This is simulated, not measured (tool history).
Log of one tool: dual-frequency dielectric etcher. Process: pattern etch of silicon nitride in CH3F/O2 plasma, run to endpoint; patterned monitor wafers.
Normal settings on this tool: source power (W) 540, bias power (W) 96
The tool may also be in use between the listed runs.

run,hour,source power (W),bias power (W),"incoming incoming film thickness, nm",endpoint time (s)
1,0.0,440,106,103.3,110.8
2,41.2,440,106,102.5,110.2
3,98.6,580,96,103.8,105.1
# hour 126.5: wet clean of the chamber
4,133.4,540,96,102.7,104.4
5,191.1,590,96,103.3,103.3
6,238.6,590,96,104.0,103.5
7,264.4,590,96,104.4,104.7
8,327.5,540,96,104.0,107.6
9,353.6,540,96,104.5,108.0
10,384.2,650,96,103.3,101.0
# hour 446.9: wet clean of the chamber
11,447.7,650,96,103.1,99.0
12,494.1,540,96,103.5,105.3
13,560.9,540,96,102.0,104.7
14,596.5,500,96,102.8,109.0
15,646.9,410,105,103.6,114.2
16,684.4,540,96,102.5,106.3
17,708.8,540,96,104.3,108.3
# hour 765.8: wet clean of the chamber
18,766.3,670,86,104.8,102.4
# hour 792.0: upper electrode replaced, of another model than before
19,941.3,460,102,103.9,109.8
20,1005.6,430,96,102.2,111.2
21,1036.9,420,110,102.9,110.3
# hour 1046.2: source power generator calibrated
22,1084.9,540,96,103.9,108.4
# hour 1133.1: bias power generator calibrated
23,1134.0,540,96,103.5,108.4
# hour 1179.3: wet clean of the chamber
24,1190.3,540,96,102.2,103.8
25,1365.7,400,115,103.2,109.3
26,1390.9,480,77,104.0,114.3
27,1431.7,400,84,103.2,116.1

4 ways to go on from here, each from the tool as it stands after run 27. What would each give?
A,1432.2,540,75,102.9,?
B,1432.2,440,72,102.9,?
C,1432.2,590,72,102.9,?
D,1432.2,490,87,102.9,?

run,endpoint time (s)
A,110.7
B,116.3
C,109.2
D,110.2
Without the tool's unlogged condition, the same runs would have read:
run,endpoint time (s)
A,108.4
B,114.0
C,107.0
D,107.9

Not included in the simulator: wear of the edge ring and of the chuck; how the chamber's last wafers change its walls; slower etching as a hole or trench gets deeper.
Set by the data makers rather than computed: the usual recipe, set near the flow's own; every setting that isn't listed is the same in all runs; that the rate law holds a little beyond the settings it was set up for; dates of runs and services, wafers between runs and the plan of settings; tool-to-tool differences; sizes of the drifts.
